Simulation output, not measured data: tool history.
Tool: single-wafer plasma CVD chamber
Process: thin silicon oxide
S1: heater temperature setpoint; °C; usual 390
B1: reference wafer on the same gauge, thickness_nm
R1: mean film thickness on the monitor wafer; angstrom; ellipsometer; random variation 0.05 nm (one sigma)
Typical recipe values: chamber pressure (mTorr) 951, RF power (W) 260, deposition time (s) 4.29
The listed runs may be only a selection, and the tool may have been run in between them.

{"run": 1, "hour": 0.0, "S1": 390, "chamber pressure (mTorr)": 951, "RF power (W)": 260, "deposition time (s)": 4.29, "B1": 9.277, "R1": 84.54}
{"hour": 90.2, "done": "RF generator calibrated"}
{"run": 2, "hour": 90.7, "S1": 390, "chamber pressure (mTorr)": 951, "RF power (W)": 260, "deposition time (s)": 4.29, "B1": 9.288, "R1": 84.0}
{"run": 3, "hour": 189.0, "S1": 401, "chamber pressure (mTorr)": 951, "RF power (W)": 260, "deposition time (s)": 4.29, "B1": 9.297, "R1": 84.98}
{"run": 4, "hour": 257.4, "S1": 390, "chamber pressure (mTorr)": 951, "RF power (W)": 260, "deposition time (s)": 4.29, "B1": 9.332, "R1": 84.39}
{"run": 5, "hour": 314.6, "S1": 390, "chamber pressure (mTorr)": 951, "RF power (W)": 260, "deposition time (s)": 4.29, "B1": 9.35, "R1": 84.1}
{"run": 6, "hour": 365.5, "S1": 390, "chamber pressure (mTorr)": 951, "RF power (W)": 260, "deposition time (s)": 4.5, "B1": 9.344, "R1": 89.15}
{"run": 7, "hour": 425.5, "S1": 390, "chamber pressure (mTorr)": 1107, "RF power (W)": 235, "deposition time (s)": 4.29, "B1": 9.379, "R1": 86.14}
{"run": 8, "hour": 483.3, "S1": 390, "chamber pressure (mTorr)": 951, "RF power (W)": 230, "deposition time (s)": 4.29, "B1": 9.366, "R1": 77.85}
{"run": 9, "hour": 542.0, "S1": 390, "chamber pressure (mTorr)": 951, "RF power (W)": 230, "deposition time (s)": 4.29, "B1": 9.376, "R1": 78.11}
{"hour": 601.9, "done": "capacitance manometer re-zeroed and calibrated"}
{"run": 10, "hour": 609.6, "S1": 390, "chamber pressure (mTorr)": 1026, "RF power (W)": 280, "deposition time (s)": 4.29, "B1": 9.382, "R1": 93.24}
{"run": 11, "hour": 645.8, "S1": 404, "chamber pressure (mTorr)": 951, "RF power (W)": 285, "deposition time (s)": 4.29, "B1": 9.413, "R1": 90.2}
{"run": 12, "hour": 833.9, "S1": 385, "chamber pressure (mTorr)": 1030, "RF power (W)": 245, "deposition time (s)": 4.58, "B1": 9.434, "R1": 92.06}
{"run": 13, "hour": 924.5, "S1": 376, "chamber pressure (mTorr)": 951, "RF power (W)": 280, "deposition time (s)": 4.29, "B1": 9.471, "R1": 90.93}
{"run": 14, "hour": 1024.1, "S1": 400, "chamber pressure (mTorr)": 951, "RF power (W)": 310, "deposition time (s)": 4.29, "B1": 9.511, "R1": 93.99}
{"run": 15, "hour": 1094.4, "S1": 390, "chamber pressure (mTorr)": 1147, "RF power (W)": 260, "deposition time (s)": 4.29, "B1": 9.502, "R1": 95.93}
{"run": 16, "hour": 1158.0, "S1": 390, "chamber pressure (mTorr)": 951, "RF power (W)": 260, "deposition time (s)": 4.5, "B1": 9.519, "R1": 90.87}
{"run": 17, "hour": 1227.4, "S1": 380, "chamber pressure (mTorr)": 1064, "RF power (W)": 260, "deposition time (s)": 4.76, "B1": 9.554, "R1": 102.33}
{"hour": 1271.1, "done": "showerhead replaced"}
{"run": 18, "hour": 1289.4, "S1": 395, "chamber pressure (mTorr)": 800, "RF power (W)": 260, "deposition time (s)": 4.29, "B1": 9.561, "R1": 77.21}
{"hour": 1326.4, "done": "RF generator calibrated"}
{"run": 19, "hour": 1334.6, "S1": 401, "chamber pressure (mTorr)": 880, "RF power (W)": 260, "deposition time (s)": 3.5, "B1": 9.584, "R1": 67.31}
{"run": 20, "hour": 1437.4, "S1": 384, "chamber pressure (mTorr)": 1072, "RF power (W)": 260, "deposition time (s)": 4.29, "B1": 9.612, "R1": 94.29}
{"hour": 1586.5, "done": "gauge calibrated"}
{"hour": 1730.2, "done": "thermocouple changed; heater temperature recalibrated"}
{"run": 21, "hour": 1740.3, "S1": 390, "chamber pressure (mTorr)": 951, "RF power (W)": 260, "deposition time (s)": 4.29, "B1": 9.308, "R1": 85.19}
{"run": 22, "hour": 1843.6, "S1": 390, "chamber pressure (mTorr)": 951, "RF power (W)": 260, "deposition time (s)": 4.29, "B1": 9.273, "R1": 84.79}
{"run": 23, "hour": 1903.6, "S1": 405, "chamber pressure (mTorr)": 951, "RF power (W)": 240, "deposition time (s)": 4.29, "B1": 9.297, "R1": 79.14}
{"run": 24, "hour": 2000.4, "S1": 398, "chamber pressure (mTorr)": 869, "RF power (W)": 305, "deposition time (s)": 4.29, "B1": 9.292, "R1": 86.77}
{"run": 25, "hour": 2060.6, "S1": 390, "chamber pressure (mTorr)": 951, "RF power (W)": 260, "deposition time (s)": 3.85, "B1": 9.291, "R1": 75.89}
{"run": 26, "hour": 2126.3, "S1": 390, "chamber pressure (mTorr)": 951, "RF power (W)": 260, "deposition time (s)": 4.29, "B1": 9.324, "R1": 84.9}
{"run": 27, "hour": 2317.8, "S1": 390, "chamber pressure (mTorr)": 1082, "RF power (W)": 220, "deposition time (s)": 4.29, "B1": 9.301, "R1": 80.74}
{"run": 28, "hour": 2417.7, "S1": 404, "chamber pressure (mTorr)": 951, "RF power (W)": 260, "deposition time (s)": 4.29, "B1": 9.323, "R1": 84.11}

Branching from run 28: 5 alternative next runs. What would each branch give?
{"run": "A", "hour": 2418.1, "S1": 400, "chamber pressure (mTorr)": 951, "RF power (W)": 260, "deposition time (s)": 4.29, "B1": "?", "R1": "?"}
{"run": "B", "hour": 2418.1, "S1": 379, "chamber pressure (mTorr)": 864, "RF power (W)": 285, "deposition time (s)": 4.76, "B1": "?", "R1": "?"}
{"run": "C", "hour": 2418.1, "S1": 396, "chamber pressure (mTorr)": 1095, "RF power (W)": 295, "deposition time (s)": 3.86, "B1": "?", "R1": "?"}
{"run": "D", "hour": 2418.1, "S1": 390, "chamber pressure (mTorr)": 859, "RF power (W)": 260, "deposition time (s)": 4.29, "B1": "?", "R1": "?"}
{"run": "E", "hour": 2418.1, "S1": 390, "chamber pressure (mTorr)": 951, "RF power (W)": 260, "deposition time (s)": 4.9, "B1": "?", "R1": "?"}

run=A B1=9.337 R1=84.69
run=B B1=9.337 R1=94.74
run=C B1=9.337 R1=88.63
run=D B1=9.337 R1=80.04
run=E B1=9.337 R1=97.28
Had the tool no hidden state, the same runs would have come out as:
run=A R1=83.57
run=B R1=93.48
run=C R1=87.45
run=D R1=78.98
run=E R1=95.99
